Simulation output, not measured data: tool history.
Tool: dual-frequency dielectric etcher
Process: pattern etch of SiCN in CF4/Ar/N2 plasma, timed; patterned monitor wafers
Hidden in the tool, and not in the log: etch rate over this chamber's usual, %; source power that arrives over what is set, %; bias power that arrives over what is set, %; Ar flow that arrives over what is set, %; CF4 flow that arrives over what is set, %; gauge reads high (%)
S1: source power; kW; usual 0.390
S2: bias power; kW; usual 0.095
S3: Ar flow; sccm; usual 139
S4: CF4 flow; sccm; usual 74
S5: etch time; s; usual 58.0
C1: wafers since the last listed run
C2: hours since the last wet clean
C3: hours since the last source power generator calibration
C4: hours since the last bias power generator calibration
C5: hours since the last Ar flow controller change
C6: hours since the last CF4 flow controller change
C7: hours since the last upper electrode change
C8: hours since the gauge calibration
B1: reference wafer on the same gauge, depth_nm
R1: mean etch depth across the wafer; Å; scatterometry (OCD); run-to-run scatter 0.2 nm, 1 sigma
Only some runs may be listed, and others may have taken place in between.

Run 1, hour 0.0: usual settings; C1 0; C2 50.6; C3 2909.4; C4 2521.5; C5 4535.9; C6 2219.7; C7 5340.1; C8 195.6; B1 49.39. Result: R1 443.5 Å.
At hour 19.6: Ar flow controller replaced.
Run 2, hour 20.1: usual settings; C1 98; C2 70.7; C3 2929.5; C4 2541.6; C5 0.5; C6 2239.8; C7 5360.2; C8 215.7; B1 49.21. Result: R1 440.7 Å.
Run 3, hour 30.4: usual settings but S1 0.460 kW, S3 124 sccm, S5 41.5 s; C1 71; C2 81.0; C3 2939.8; C4 2551.9; C5 10.8; C6 2250.1; C7 5370.5; C8 226.0; B1 49.31. Result: R1 366.8 Å.
Run 4, hour 48.3: usual settings but S3 124 sccm; C1 124; C2 98.9; C3 2957.7; C4 2569.8; C5 28.7; C6 2268.0; C7 5388.4; C8 243.9; B1 49.33. Result: R1 447.3 Å.
Run 5, hour 57.0: usual settings; C1 60; C2 107.6; C3 2966.4; C4 2578.5; C5 37.4; C6 2276.7; C7 5397.1; C8 252.6; B1 49.20. Result: R1 439.7 Å.
At hour 75.9: CF4 flow controller replaced.
Run 6, hour 89.1: usual settings; C1 182; C2 139.7; C3 2998.5; C4 2610.6; C5 69.5; C6 13.2; C7 5429.2; C8 284.7; B1 49.27. Result: R1 437.1 Å.
Run 7, hour 97.0: usual settings but S3 160 sccm; C1 55; C2 147.6; C3 3006.4; C4 2618.5; C5 77.4; C6 21.1; C7 5437.1; C8 292.6; B1 49.30. Result: R1 429.6 Å.
Run 8, hour 109.9: usual settings; C1 90; C2 160.5; C3 3019.3; C4 2631.4; C5 90.3; C6 34.0; C7 5450.0; C8 305.5; B1 49.28. Result: R1 435.2 Å.
Run 9, hour 117.7: usual settings but S4 62 sccm, S5 68.0 s; C1 54; C2 168.3; C3 3027.1; C4 2639.2; C5 98.1; C6 41.8; C7 5457.8; C8 313.3; B1 49.28. Result: R1 496.7 Å.
At hour 135.3: bias power generator calibrated.
Run 10, hour 135.8: usual settings; C1 98; C2 186.4; C3 3045.2; C4 0.5; C5 116.2; C6 59.9; C7 5475.9; C8 331.4; B1 49.23. Result: R1 435.7 Å.
At hour 150.2: source power generator calibrated.
Run 11, hour 150.7: usual settings but S2 0.088 kW, S5 71.0 s; C1 76; C2 201.3; C3 0.5; C4 15.4; C5 131.1; C6 74.8; C7 5490.8; C8 346.3; B1 49.33. Result: R1 520.3 Å.
Run 12, hour 159.4: usual settings but S3 160 sccm; C1 60; C2 210.0; C3 9.2; C4 24.1; C5 139.8; C6 83.5; C7 5499.5; C8 355.0; B1 49.32. Result: R1 421.0 Å.
At hour 177.5: gauge calibrated.
At hour 185.1: upper electrode replaced.
Run 13, hour 185.6: usual settings but S4 85 sccm; C1 15; C2 236.2; C3 35.4; C4 50.3; C5 166.0; C6 109.7; C7 0.5; C8 8.1; B1 49.34. Result: R1 446.6 Å.
Run 14, hour 185.9: usual settings but S3 151 sccm, S5 42.5 s; C1 2; C2 236.5; C3 35.7; C4 50.6; C5 166.3; C6 110.0; C7 0.8; C8 8.4; B1 49.29. Result: R1 312.2 Å.
Run 15, hour 195.9: usual settings but S2 0.117 kW, S3 128 sccm, S4 65 sccm, S5 62.5 s; C1 69; C2 246.5; C3 45.7; C4 60.6; C5 176.3; C6 120.0; C7 10.8; C8 18.4; B1 49.32. Result: R1 493.0 Å.
Run 16, hour 208.5: usual settings but S3 168 sccm; C1 87; C2 259.1; C3 58.3; C4 73.2; C5 188.9; C6 132.6; C7 23.4; C8 31.0; B1 49.31. Result: R1 422.4 Å.
Run 17, hour 215.1: usual settings but S3 106 sccm, S5 43.0 s; C1 46; C2 265.7; C3 64.9; C4 79.8; C5 195.5; C6 139.2; C7 30.0; C8 37.6; B1 49.33. Result: R1 334.8 Å.
Run 18, hour 232.5: usual settings but S5 71.0 s; C1 121; C2 283.1; C3 82.3; C4 97.2; C5 212.9; C6 156.6; C7 47.4; C8 55.0; B1 49.35. Result: R1 527.8 Å.
Run 19, hour 282.9: usual settings but S1 0.460 kW, S2 0.105 kW, S3 104 sccm, S5 75.0 s; C1 351; C2 333.5; C3 132.7; C4 147.6; C5 263.3; C6 207.0; C7 97.8; C8 105.4; B1 49.29. Result: R1 682.3 Å.
Run 20, hour 296.6: usual settings; C1 95; C2 347.2; C3 146.4; C4 161.3; C5 277.0; C6 220.7; C7 111.5; C8 119.1; B1 49.25. Result: R1 428.2 Å.
Run 21, hour 302.6: usual settings but S3 173 sccm; C1 41; C2 353.2; C3 152.4; C4 167.3; C5 283.0; C6 226.7; C7 117.5; C8 125.1; B1 49.29. Result: R1 414.2 Å.

What the log doesn't show, run by run:
source power that arrives over what is set, %: 0 at every run
bias power that arrives over what is set, %: 0 at every run
Ar flow that arrives over what is set, %: 0 at every run
CF4 flow that arrives over what is set, %: 0 at every run
gauge reads high (%): 0 at every run
H1: etch rate over this chamber's usual, %
run     H1
  1  -1.18
  2  -1.35
  3  -1.44
  4  -1.59
  5  -1.67
  6  -1.94
  7  -2.01
  8  -2.12
  9  -2.18
 10  -2.34
 11  -2.47
 12  -2.54
 13  -2.76
 14  -2.77
 15  -2.85
 16  -2.96
 17  -3.01
 18  -3.16
 19  -3.59
 20  -3.71
 21  -3.76

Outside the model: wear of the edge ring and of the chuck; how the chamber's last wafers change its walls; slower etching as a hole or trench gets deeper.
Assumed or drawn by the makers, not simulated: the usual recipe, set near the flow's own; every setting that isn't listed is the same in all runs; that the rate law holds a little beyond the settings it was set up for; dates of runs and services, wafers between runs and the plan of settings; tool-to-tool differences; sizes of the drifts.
